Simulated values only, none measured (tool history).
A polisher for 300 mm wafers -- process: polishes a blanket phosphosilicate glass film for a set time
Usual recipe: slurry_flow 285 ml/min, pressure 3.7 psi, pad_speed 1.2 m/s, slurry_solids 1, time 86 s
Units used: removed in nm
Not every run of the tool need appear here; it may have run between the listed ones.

run	day	slurry_flow	pressure	pad_speed	slurry_solids	time	incoming thickness of the incoming film, nm	removed
1	0	285	3.7	1.2	1	86	4140.1	1190.7
2	0.562	285	3.7	1.2	1	86	4145.7	1187.4
# day 0.804: worn pad replaced by a new one
3	1.146	285	3.7	1.2	1	86	4099.5	1168.8
4	1.896	285	3.7	1.2	1	86	4128.6	1155.8
# day 2.388: conditioning disc replaced and pad reconditioned
# day 2.75: head pressure recalibrated
5	2.938	285	3.7	1.2	1.1	86	4139.9	1044.3
6	3.388	385	3.7	0.88	1	86	4034.3	824
# day 3.592: slurry nozzle cleaned
7	4.033	285	2.9	1.36	1	86	4112.2	825.9
# day 4.15: slurry blender recalibrated
8	4.354	205	4.1	1.06	1	96	4054.6	1163.4
9	4.612	285	3.7	1.2	1	86	4090.7	1031.5
10	5.192	285	3.7	1.2	1	86	4131	1018.7
# day 5.546: worn pad replaced by a new one
11	5.629	285	3.7	1.02	1	74	4173.2	800.8
12	6.283	285	3.7	1.38	1	58	4098.6	757.8
13	6.542	245	2.8	1.44	0.8	86	4119.8	677.6
14	6.833	285	3.7	1.56	1	86	4144.2	1175.2
15	7.121	285	3.7	1.2	1	86	4130.8	979.9
16	7.621	285	3.7	1.2	1	86	4106.8	1000.8
# day 8.167: conditioning disc replaced and pad reconditioned
17	8.188	285	3.7	1.2	1	86	4116.5	963.4
# day 9.354: slurry blender recalibrated
18	9.783	205	3.3	1.2	1	86	4106.5	901.6
# day 10.058: worn pad replaced by a new one
19	10.5	285	3.7	1.2	1.25	70	4105.5	966
20	11.15	285	3.7	1.2	1	86	4097.9	1019.4
21	13.312	285	2.9	1.36	1	86	4086.7	852.4
# day 13.467: conditioning disc replaced and pad reconditioned
22	13.583	285	3.7	1.2	1	86	4151.1	1013.2
# day 13.967: slurry blender recalibrated
23	14.008	345	3.7	1.2	1.15	86	4079.1	1154.7
# day 14.75: worn pad replaced by a new one
24	14.771	285	3.3	1.2	1	86	4201.3	917.9
25	15.142	285	3.7	1.32	1	86	4131.7	1115.8

Alternative continuations, all from the tool just after run 25; predict every row:
A	15.158	285	3.7	1.2	1	86	4153.9	?
B	15.158	240	3.7	1.2	1	86	4153.9	?
C	15.158	285	4.1	1.2	0.9	115	4153.9	?
D	15.158	360	3.7	1.2	1	64	4153.9	?

run	removed
A	1027
B	1011.6
C	1395.5
D	778
With no hidden state in the tool, these same runs would have given:
run	removed
A	1043.9
B	1028.3
C	1421.7
D	790.8

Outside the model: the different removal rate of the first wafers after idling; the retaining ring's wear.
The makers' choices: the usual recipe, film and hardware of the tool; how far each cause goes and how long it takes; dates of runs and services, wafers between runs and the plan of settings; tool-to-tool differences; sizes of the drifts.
